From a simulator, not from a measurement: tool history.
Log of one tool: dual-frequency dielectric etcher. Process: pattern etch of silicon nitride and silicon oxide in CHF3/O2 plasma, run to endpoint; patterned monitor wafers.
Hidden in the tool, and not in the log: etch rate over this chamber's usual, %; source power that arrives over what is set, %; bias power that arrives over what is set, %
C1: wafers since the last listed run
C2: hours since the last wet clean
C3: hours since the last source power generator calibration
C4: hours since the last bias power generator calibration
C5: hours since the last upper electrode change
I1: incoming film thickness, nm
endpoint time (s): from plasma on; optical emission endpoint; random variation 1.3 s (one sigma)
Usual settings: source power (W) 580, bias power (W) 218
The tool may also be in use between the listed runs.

Run 1, day 0: usual settings; C1 0; C2 417.5; C3 4214.6; C4 3218.6; C5 3230.9; I1 257.7. Result: endpoint time (s) 149.8.
Run 2, day 1.762: usual settings; C1 246; C2 459.8; C3 4256.9; C4 3260.9; C5 3273.2; I1 255.7. Result: endpoint time (s) 149.
At day 4.058: wet clean of the chamber.
Run 3, day 4.079: usual settings; C1 183; C2 0.5; C3 4312.5; C4 3316.5; C5 3328.8; I1 256.8. Result: endpoint time (s) 141.6.
Run 4, day 6.246: usual settings; C1 302; C2 52.5; C3 4364.5; C4 3368.5; C5 3380.8; I1 257.6. Result: endpoint time (s) 143.7.
Run 5, day 8.942: usual settings; C1 376; C2 117.2; C3 4429.2; C4 3433.2; C5 3445.5; I1 255.9. Result: endpoint time (s) 145.7.
Run 6, day 10.388: usual settings; C1 201; C2 151.9; C3 4463.9; C4 3467.9; C5 3480.2; I1 255.2. Result: endpoint time (s) 146.9.
Run 7, day 12.017: usual settings; C1 227; C2 191; C3 4503; C4 3507; C5 3519.3; I1 257.9. Result: endpoint time (s) 146.2.
Run 8, day 13.454: usual settings but source power (W) 640; C1 200; C2 225.5; C3 4537.5; C4 3541.5; C5 3553.8; I1 256.8. Result: endpoint time (s) 140.8.
At day 14: bias power generator calibrated.
At day 14.146: source power generator calibrated.
Run 9, day 16.296: usual settings but source power (W) 660, bias power (W) 190; C1 353; C2 293.7; C3 51.6; C4 55.1; C5 3622; I1 259.1. Result: endpoint time (s) 150.5.
At day 17.417: upper electrode replaced, of another model than before.
Run 10, day 17.588: usual settings; C1 40; C2 324.7; C3 82.6; C4 86.1; C5 4.1; I1 257. Result: endpoint time (s) 147.8.
Run 11, day 20.254: usual settings but source power (W) 660, bias power (W) 248; C1 372; C2 388.7; C3 146.6; C4 150.1; C5 68.1; I1 258. Result: endpoint time (s) 129.7.
At day 22.3: wet clean of the chamber.
Run 12, day 23.1: usual settings; C1 257; C2 19.2; C3 214.9; C4 218.4; C5 136.4; I1 260.6. Result: endpoint time (s) 141.8.
Run 13, day 24.858: usual settings but bias power (W) 235; C1 245; C2 61.4; C3 257.1; C4 260.6; C5 178.6; I1 260.2. Result: endpoint time (s) 139.

Forecast run 14:
Run 14, day 27.188: usual settings; C1 325; C2 117.3; C3 313; C4 316.5; C5 234.5; I1 259. Result: endpoint time (s) ?.

Run 14 gave endpoint time (s) 143.9.
Without the tool's hidden state the same run would have given endpoint time (s) 143.8.
